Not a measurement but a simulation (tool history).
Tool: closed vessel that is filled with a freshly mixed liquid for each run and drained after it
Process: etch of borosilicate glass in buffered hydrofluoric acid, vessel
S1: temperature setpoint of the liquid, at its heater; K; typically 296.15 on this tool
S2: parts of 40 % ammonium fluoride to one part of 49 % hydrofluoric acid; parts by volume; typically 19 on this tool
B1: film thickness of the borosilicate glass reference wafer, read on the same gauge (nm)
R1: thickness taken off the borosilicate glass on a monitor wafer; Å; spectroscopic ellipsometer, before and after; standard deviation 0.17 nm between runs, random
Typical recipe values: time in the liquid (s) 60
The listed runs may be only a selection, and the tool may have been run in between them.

{"run": 1, "hour": 0.0, "S1": 299.15, "S2": 19, "time in the liquid (s)": 60, "B1": 110, "R1": 441}
{"run": 2, "hour": 13.4, "S1": 299.15, "S2": 19, "time in the liquid (s)": 60, "B1": 110.03, "R1": 439.4}
{"run": 3, "hour": 28.4, "S1": 299.15, "S2": 19, "time in the liquid (s)": 60, "B1": 110, "R1": 442}
{"run": 4, "hour": 35.6, "S1": 296.15, "S2": 19, "time in the liquid (s)": 60, "B1": 110.03, "R1": 377.9}
{"run": 5, "hour": 46.6, "S1": 293.15, "S2": 19, "time in the liquid (s)": 40, "B1": 110, "R1": 211.6}
{"run": 6, "hour": 60.2, "S1": 298.65, "S2": 19, "time in the liquid (s)": 60, "B1": 109.98, "R1": 430.2}
{"run": 7, "hour": 73.8, "S1": 298.65, "S2": 19, "time in the liquid (s)": 60, "B1": 110, "R1": 431.4}
{"run": 8, "hour": 82.3, "S1": 298.65, "S2": 19, "time in the liquid (s)": 60, "B1": 110, "R1": 431}
{"hour": 83.6, "done": "gauge calibrated"}
{"run": 9, "hour": 89.9, "S1": 296.15, "S2": 19, "time in the liquid (s)": 60, "B1": 109.99, "R1": 379.9}
{"run": 10, "hour": 96.6, "S1": 296.15, "S2": 19, "time in the liquid (s)": 60, "B1": 109.98, "R1": 376.4}
{"run": 11, "hour": 103.6, "S1": 298.65, "S2": 14.5, "time in the liquid (s)": 70, "B1": 110.02, "R1": 655}
{"hour": 118.8, "done": "thermometer replaced"}
{"run": 12, "hour": 121.6, "S1": 299.15, "S2": 19, "time in the liquid (s)": 60, "B1": 109.97, "R1": 443.4}
{"run": 13, "hour": 134.2, "S1": 296.15, "S2": 19, "time in the liquid (s)": 50, "B1": 110.01, "R1": 315.9}
{"run": 14, "hour": 149.8, "S1": 296.15, "S2": 22.5, "time in the liquid (s)": 60, "B1": 109.97, "R1": 324.3}
{"hour": 156.6, "done": "hydrofluoric acid flow meter replaced"}
{"run": 15, "hour": 162.4, "S1": 292.65, "S2": 25.5, "time in the liquid (s)": 45, "B1": 110.03, "R1": 191.1}
{"run": 16, "hour": 169.4, "S1": 299.15, "S2": 16.5, "time in the liquid (s)": 50, "B1": 110.02, "R1": 449.7}
{"run": 17, "hour": 187.4, "S1": 293.15, "S2": 26, "time in the liquid (s)": 80, "B1": 110.03, "R1": 347.5}
{"hour": 190.8, "done": "hydrofluoric acid flow meter replaced, repeated, since the last time left the tool worse"}
{"run": 18, "hour": 205.2, "S1": 296.15, "S2": 19, "time in the liquid (s)": 60, "B1": 109.98, "R1": 355.2}
{"run": 19, "hour": 221.8, "S1": 296.15, "S2": 19, "time in the liquid (s)": 60, "B1": 109.94, "R1": 353}
{"run": 20, "hour": 246.6, "S1": 300.65, "S2": 19, "time in the liquid (s)": 60, "B1": 110, "R1": 448.2}

The logged runs with the hidden state left out (each run's random variation unchanged):
The hidden state here: liquid colder than its thermometer reads (K); hydrofluoric acid flow above the setpoint (%); gauge reads high (%).
run=1 R1=411.8
run=2 R1=409.9
run=3 R1=412
run=4 R1=352
run=5 R1=197
run=6 R1=400.3
run=7 R1=401
run=8 R1=400.5
run=9 R1=352.7
run=10 R1=349.4
run=11 R1=607.9
run=12 R1=411
run=13 R1=292.6
run=14 R1=307.2
run=15 R1=172.9
run=16 R1=390.1
run=17 R1=314.2
run=18 R1=350.9
run=19 R1=348.5
run=20 R1=441.8
